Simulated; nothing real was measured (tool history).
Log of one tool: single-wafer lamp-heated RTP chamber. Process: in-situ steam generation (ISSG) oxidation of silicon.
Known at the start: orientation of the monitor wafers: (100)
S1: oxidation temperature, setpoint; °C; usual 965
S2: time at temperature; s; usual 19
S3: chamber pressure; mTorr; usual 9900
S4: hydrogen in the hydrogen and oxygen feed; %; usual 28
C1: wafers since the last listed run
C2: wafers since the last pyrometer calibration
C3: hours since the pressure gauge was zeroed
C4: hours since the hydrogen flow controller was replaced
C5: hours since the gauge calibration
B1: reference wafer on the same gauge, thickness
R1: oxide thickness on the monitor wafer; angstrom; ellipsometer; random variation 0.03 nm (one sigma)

run    hour   S1  S2     S3  S4   C1    C2      C3      C4      C5     B1     R1
  1     0.0  965  19   9900  28    0  1828  1274.7  4872.2   485.3  4.996  51.52
  2    77.9  965  19   9900  28  488  2317  1352.6  4950.1   563.2  4.988  52.03
  3   159.3  965  19   9900  28  510  2827  1434.0  5031.5   644.6  4.989  51.74
  4   259.1  965  19   9900  28  625  3453  1533.8  5131.3   744.4  4.987  51.33
  5   352.5  965  19   9900  28  585  4039  1627.2  5224.7   837.8  4.990  51.06
  6   424.6  965  19   9900  28  452  4491  1699.3  5296.8   909.9  4.994  51.68
      469.9  -- hydrogen flow controller replaced
  7   488.8  981  19   9900  28  352  4844  1763.5    18.9   974.1  4.994  54.23
      555.6  -- pressure gauge zeroed
  8   582.0  965  19   9900  28  534  5378    26.4   112.1  1067.3  4.988  51.81
  9   681.6  965  19   9900  28  624  6003   126.0   211.7  1166.9  4.990  51.44
 10   754.0  965  19   9900  28  454  6457   198.4   284.1  1239.3  4.982  52.24
 11   816.6  965  22   9900  20  392  6850   261.0   346.7  1301.9  4.980  50.88
 12   909.9  965  25  10200  28  585  7435   354.3   440.0  1395.2  4.991  57.51
      929.0  -- pyrometer window cleaned and pyrometer calibrated
 13   950.4  950  26   9900  28  203   134   394.8   480.5  1435.7  4.986  56.29
 14   987.1  951  19   9900  28  230   364   431.5   517.2  1472.4  4.988  49.33
 15  1051.8  965  25  10200  24  405   770   496.2   581.9  1537.1  4.989  55.92
     1062.7  -- gauge calibrated
 16  1105.0  965  19   9900  28  333  1103   549.4   635.1    42.3  4.999  51.30
 17  1190.7  965  16   9900  28  537  1641   635.1   720.8   128.0  4.989  48.03
 18  1296.5  965  15   9900  24  663  2304   740.9   826.6   233.8  4.990  45.58
 19  1341.2  965  26   9900  28  280  2585   785.6   871.3   278.5  4.999  59.37

3 ways to go on from here, each from the tool as it stands after run 19. What would each give?
  A  1341.6  965  19   9900  28   2  2587  786.0  871.7  278.9   ?   ?
  B  1341.6  965  19   8500  23   2  2587  786.0  871.7  278.9   ?   ?
  C  1341.6  973  11  10200  32   2  2587  786.0  871.7  278.9   ?   ?

run     B1     R1
  A  4.990  51.56
  B  4.990  50.37
  C  4.990  43.56
Without the tool's hidden state the same runs would have given:
run     R1
  A  51.56
  B  50.37
  C  43.56
